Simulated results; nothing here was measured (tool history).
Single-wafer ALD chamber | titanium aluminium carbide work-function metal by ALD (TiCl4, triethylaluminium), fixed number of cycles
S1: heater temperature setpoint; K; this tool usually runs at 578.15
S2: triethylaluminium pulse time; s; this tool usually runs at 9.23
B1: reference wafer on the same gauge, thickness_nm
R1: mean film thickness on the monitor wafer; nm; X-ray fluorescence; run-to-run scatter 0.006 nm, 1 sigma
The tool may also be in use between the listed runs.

{"run": 1, "hour": 0.0, "S1": 578.15, "S2": 6.9, "B1": 2.1, "R1": 2.166}
{"run": 2, "hour": 14.1, "S1": 578.15, "S2": 6.9, "B1": 2.101, "R1": 2.161}
{"run": 3, "hour": 36.9, "S1": 578.15, "S2": 9.23, "B1": 2.1, "R1": 2.293}
{"run": 4, "hour": 50.7, "S1": 578.15, "S2": 9.23, "B1": 2.099, "R1": 2.282}
{"run": 5, "hour": 85.6, "S1": 578.15, "S2": 9.23, "B1": 2.102, "R1": 2.292}
{"run": 6, "hour": 111.4, "S1": 578.15, "S2": 9.23, "B1": 2.101, "R1": 2.29}
{"run": 7, "hour": 154.8, "S1": 578.15, "S2": 10.38, "B1": 2.101, "R1": 2.322}
{"run": 8, "hour": 184.1, "S1": 578.15, "S2": 10.38, "B1": 2.099, "R1": 2.326}
{"hour": 196.1, "done": "showerhead replaced"}
{"run": 9, "hour": 209.2, "S1": 569.15, "S2": 11.69, "B1": 2.099, "R1": 2.255}
{"hour": 243.5, "done": "triethylaluminium bottle replaced"}
{"run": 10, "hour": 244.0, "S1": 578.15, "S2": 9.23, "B1": 2.102, "R1": 2.366}
{"run": 11, "hour": 254.1, "S1": 568.15, "S2": 10.78, "B1": 2.1, "R1": 2.303}
{"hour": 342.5, "done": "thermocouple changed; heater temperature recalibrated"}
{"run": 12, "hour": 343.0, "S1": 568.15, "S2": 10.63, "B1": 2.099, "R1": 2.295}
{"hour": 352.0, "done": "gauge calibrated"}
{"run": 13, "hour": 356.0, "S1": 587.15, "S2": 11.61, "B1": 2.098, "R1": 2.529}
{"run": 14, "hour": 375.6, "S1": 587.15, "S2": 7.03, "B1": 2.101, "R1": 2.364}
{"run": 15, "hour": 409.4, "S1": 578.15, "S2": 9.23, "B1": 2.099, "R1": 2.374}
{"run": 16, "hour": 442.4, "S1": 578.15, "S2": 9.23, "B1": 2.1, "R1": 2.369}
{"run": 17, "hour": 478.0, "S1": 569.15, "S2": 11.83, "B1": 2.102, "R1": 2.332}

How would selected steps in R1 from run to run divide? Give the signed amount a tool lacking its hidden state would still show from settings, what came in and random variation, and the signed amount left for the hidden state, including any gauge scatter that is not in both of the compared results.
Hidden state at play: wafer temperature above the value expected at the setpoint (K); triethylaluminium dose above that of a fresh bottle (%); gauge reads high (%).
Run 9 -> 10: S1 569.15 -> 578.15, S2 11.69 -> 9.23, triethylaluminium bottle replaced. R1 +0.111 nm: hidden state +0.062, all else +0.049.
Run 12 -> 13: S1 568.15 -> 587.15, S2 10.63 -> 11.61, gauge calibrated. R1 +0.234 nm: hidden state +0.001, all else +0.233.
